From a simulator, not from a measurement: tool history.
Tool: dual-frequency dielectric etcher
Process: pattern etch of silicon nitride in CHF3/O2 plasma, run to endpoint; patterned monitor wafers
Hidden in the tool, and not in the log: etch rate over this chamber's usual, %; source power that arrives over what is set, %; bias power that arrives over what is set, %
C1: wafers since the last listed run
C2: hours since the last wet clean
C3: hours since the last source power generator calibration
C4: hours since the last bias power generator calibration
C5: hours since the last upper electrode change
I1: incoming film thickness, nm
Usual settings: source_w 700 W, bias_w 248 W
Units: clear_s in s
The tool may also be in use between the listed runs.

Run 1, hour 0: usual settings but source_w 580 W, bias_w 261 W; C1 0; C2 283.3; C3 1183.4; C4 1882.5; C5 2642.1; I1 80.1. Result: clear_s 49.5 s.
Run 2, hour 15.6: usual settings but source_w 580 W, bias_w 261 W; C1 120; C2 298.9; C3 1199; C4 1898.1; C5 2657.7; I1 80.1. Result: clear_s 49.5 s.
Run 3, hour 33.3: usual settings but bias_w 289 W; C1 136; C2 316.6; C3 1216.7; C4 1915.8; C5 2675.4; I1 79.9. Result: clear_s 45.4 s.
Run 4, hour 41: usual settings but bias_w 265 W; C1 59; C2 324.3; C3 1224.4; C4 1923.5; C5 2683.1; I1 80.9. Result: clear_s 47.8 s.
Run 5, hour 51.2: usual settings but bias_w 265 W; C1 78; C2 334.5; C3 1234.6; C4 1933.7; C5 2693.3; I1 80.7. Result: clear_s 47.6 s.
Run 6, hour 68.4: usual settings; C1 132; C2 351.7; C3 1251.8; C4 1950.9; C5 2710.5; I1 79.4. Result: clear_s 47.3 s.
At hour 93.1: wet clean of the chamber.
Run 7, hour 93.6: usual settings; C1 9; C2 0.5; C3 1277; C4 1976.1; C5 2735.7; I1 80.6. Result: clear_s 50.7 s.
Run 8, hour 93.9: usual settings but source_w 570 W, bias_w 213 W; C1 2; C2 0.8; C3 1277.3; C4 1976.4; C5 2736; I1 80.5. Result: clear_s 56.1 s.
Run 9, hour 106.1: usual settings; C1 93; C2 13; C3 1289.5; C4 1988.6; C5 2748.2; I1 79.7. Result: clear_s 50.1 s.
Run 10, hour 119.4: usual settings; C1 102; C2 26.3; C3 1302.8; C4 2001.9; C5 2761.5; I1 80.4. Result: clear_s 50.3 s.
Run 11, hour 127.4: usual settings but source_w 570 W, bias_w 297 W; C1 61; C2 34.3; C3 1310.8; C4 2009.9; C5 2769.5; I1 80.1. Result: clear_s 49.9 s.
At hour 141.7: bias power generator calibrated.
Run 12, hour 142.2: usual settings; C1 83; C2 49.1; C3 1325.6; C4 0.5; C5 2784.3; I1 80.1. Result: clear_s 50.2 s.
At hour 178.6: source power generator calibrated.
At hour 186.7: upper electrode replaced.
Run 13, hour 187.2: usual settings but source_w 830 W; C1 252; C2 94.1; C3 8.6; C4 45.5; C5 0.5; I1 80.3. Result: clear_s 47.7 s.
Run 14, hour 187.5: usual settings but source_w 530 W, bias_w 186 W; C1 2; C2 94.4; C3 8.9; C4 45.8; C5 0.8; I1 80.4. Result: clear_s 58.5 s.
Run 15, hour 187.9: usual settings; C1 3; C2 94.8; C3 9.3; C4 46.2; C5 1.2; I1 80.1. Result: clear_s 49.8 s.
Run 16, hour 199.2: usual settings but source_w 770 W, bias_w 228 W; C1 86; C2 106.1; C3 20.6; C4 57.5; C5 12.5; I1 79.3. Result: clear_s 49.9 s.
Run 17, hour 212.4: usual settings but source_w 830 W, bias_w 203 W; C1 101; C2 119.3; C3 33.8; C4 70.7; C5 25.7; I1 79.7. Result: clear_s 50.2 s.
Run 18, hour 235.7: usual settings but source_w 600 W, bias_w 225 W; C1 179; C2 142.6; C3 57.1; C4 94; C5 49; I1 79.4. Result: clear_s 52.8 s.
Run 19, hour 245.3: usual settings but source_w 880 W, bias_w 227 W; C1 73; C2 152.2; C3 66.7; C4 103.6; C5 58.6; I1 80.6. Result: clear_s 48.3 s.
Run 20, hour 254.6: usual settings but source_w 580 W, bias_w 290 W; C1 71; C2 161.5; C3 76; C4 112.9; C5 67.9; I1 79.5. Result: clear_s 48.5 s.
Run 21, hour 269.7: usual settings but source_w 600 W, bias_w 265 W; C1 116; C2 176.6; C3 91.1; C4 128; C5 83; I1 79.9. Result: clear_s 50 s.

Forecast each of these 5 alternatives for the next run:
Run A, hour 270.1: usual settings; C1 3; C2 177; C3 91.5; C4 128.4; C5 83.4; I1 81. Result: clear_s ?.
Run B, hour 270.1: usual settings but source_w 820 W, bias_w 291 W; C1 3; C2 177; C3 91.5; C4 128.4; C5 83.4; I1 81. Result: clear_s ?.
Run C, hour 270.1: usual settings but source_w 540 W, bias_w 193 W; C1 3; C2 177; C3 91.5; C4 128.4; C5 83.4; I1 81. Result: clear_s ?.
Run D, hour 270.1: usual settings but bias_w 227 W; C1 3; C2 177; C3 91.5; C4 128.4; C5 83.4; I1 81. Result: clear_s ?.
Run E, hour 270.1: usual settings but source_w 560 W, bias_w 283 W; C1 3; C2 177; C3 91.5; C4 128.4; C5 83.4; I1 81. Result: clear_s ?.

run  clear_s
  A     49.8
  B     45.4
  C     57.5
  D     51.3
  E     50.1
Without the tool's hidden state the same runs would have given:
run  clear_s
  A     50.5
  B       46
  C     58.2
  D       52
  E     50.8

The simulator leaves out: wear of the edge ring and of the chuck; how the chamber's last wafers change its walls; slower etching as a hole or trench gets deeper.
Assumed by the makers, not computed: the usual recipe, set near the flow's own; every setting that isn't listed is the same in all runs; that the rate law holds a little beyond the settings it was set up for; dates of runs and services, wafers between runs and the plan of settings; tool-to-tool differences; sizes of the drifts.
